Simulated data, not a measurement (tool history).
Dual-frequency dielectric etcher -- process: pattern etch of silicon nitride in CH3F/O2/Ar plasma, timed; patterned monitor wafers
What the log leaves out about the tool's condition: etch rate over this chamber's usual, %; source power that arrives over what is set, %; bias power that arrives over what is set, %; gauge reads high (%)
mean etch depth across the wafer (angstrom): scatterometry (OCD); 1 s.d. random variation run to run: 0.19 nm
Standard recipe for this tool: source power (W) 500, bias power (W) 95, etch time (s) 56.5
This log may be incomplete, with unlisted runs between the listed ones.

run     day  source power (W)  bias power (W)  etch time (s)  wafers since the last listed run  hours since the last wet clean  hours since the last source power generator calibration  hours since the last bias power generator calibration  hours since the last upper electrode change  hours since the gauge calibration  read-back reference wafer on the same gauge, depth_nm  mean etch depth across the wafer (angstrom)
  1       0               400             102           56.5                                 0                             516                                                   2692.2                                                 1532.3                                       2856.4                               48.2                                                  38.52                                        466.9
  2   1.042               500              95           56.5                               269                             541                                                   2717.2                                                 1557.3                                       2881.4                               73.2                                                  38.47                                        480.4
  3   1.767               500              95           56.5                               187                           558.4                                                   2734.6                                                 1574.7                                       2898.8                               90.6                                                  38.49                                        481.1
  4   3.692               500              95           56.5                               498                           604.6                                                   2780.8                                                 1620.9                                         2945                              136.8                                                  38.45                                        483.8
  5   4.121               500              95           56.5                               111                           614.9                                                   2791.1                                                 1631.2                                       2955.3                              147.1                                                  38.47                                        479.9
  6   4.704               500              95           56.5                               151                           628.9                                                   2805.1                                                 1645.2                                       2969.3                              161.1                                                  38.54                                        482.8
      6.017  -- wet clean of the chamber
  7   6.038               500              95           56.5                                86                             0.5                                                   2837.1                                                 1677.2                                       3001.3                              193.1                                                  38.51                                        456.1
  8   6.054               500              95           46.5                                 4                             0.9                                                   2837.5                                                 1677.6                                       3001.7                              193.5                                                  38.49                                        377.1
  9   6.712               500              95           46.5                               170                            16.7                                                   2853.3                                                 1693.4                                       3017.5                              209.3                                                  38.53                                          378
 10   7.183               500              95           56.5                               121                              28                                                   2864.6                                                 1704.7                                       3028.8                              220.6                                                  38.48                                        455.1
 11   7.833               500              95           56.5                               168                            43.6                                                   2880.2                                                 1720.3                                       3044.4                              236.2                                                  38.49                                        459.8
 12   8.288               500              95           56.5                               117                            54.5                                                   2891.1                                                 1731.2                                       3055.3                              247.1                                                  38.46                                        455.6
 13   8.638               500              95           67.5                                90                            62.9                                                   2899.5                                                 1739.6                                       3063.7                              255.5                                                  38.47                                          553
      9.788  -- upper electrode replaced, of another model than before
 14   9.808               500              95           56.5                                44                              91                                                   2927.6                                                 1767.7                                          0.5                              283.6                                                  38.47                                        461.9
 15   9.821               500              95           56.5                                 3                            91.3                                                   2927.9                                                   1768                                          0.8                              283.9                                                  38.46                                        463.5
 16   9.908               580              86           56.5                                22                            93.4                                                     2930                                                 1770.1                                          2.9                                286                                                  38.47                                        468.5
 17  10.388               470              95           56.5                               124                           104.9                                                   2941.5                                                 1781.6                                         14.4                              297.5                                                  38.52                                        452.8
 18  10.654               550              95           61.5                                69                           111.3                                                   2947.9                                                   1788                                         20.8                              303.9                                                  38.55                                        517.3
 19  10.921               500              95           56.5                                69                           117.7                                                   2954.3                                                 1794.4                                         27.2                              310.3                                                  38.49                                        461.8
      11.35  -- gauge calibrated
 20  11.625               400             102           56.5                               182                           134.6                                                   2971.2                                                 1811.3                                         44.1                                6.6                                                  38.52                                        446.5
 21  12.192               500             112           56.5                               146                           148.2                                                   2984.8                                                 1824.9                                         57.7                               20.2                                                  38.51                                          483
     12.583  -- bias power generator calibrated
 22  12.675               600              95           56.5                                82                           159.8                                                   2996.4                                                    2.2                                         69.3                               31.8                                                  38.49                                        486.8

The next listed run, before its measurement:
     12.862  -- source power generator calibrated
 23  13.362               450             119           67.5                               134                           176.3                                                       12                                                   18.7                                         85.8                               48.3                                                      ?                                            ?

{"run 23": {"read-back reference wafer on the same gauge, depth_nm": 38.47, "mean etch depth across the wafer (angstrom)": 567.9}}
Take away the tool's hidden state, keep the run-to-run variation as it was, and the same run would have given mean etch depth across the wafer (angstrom) 563.
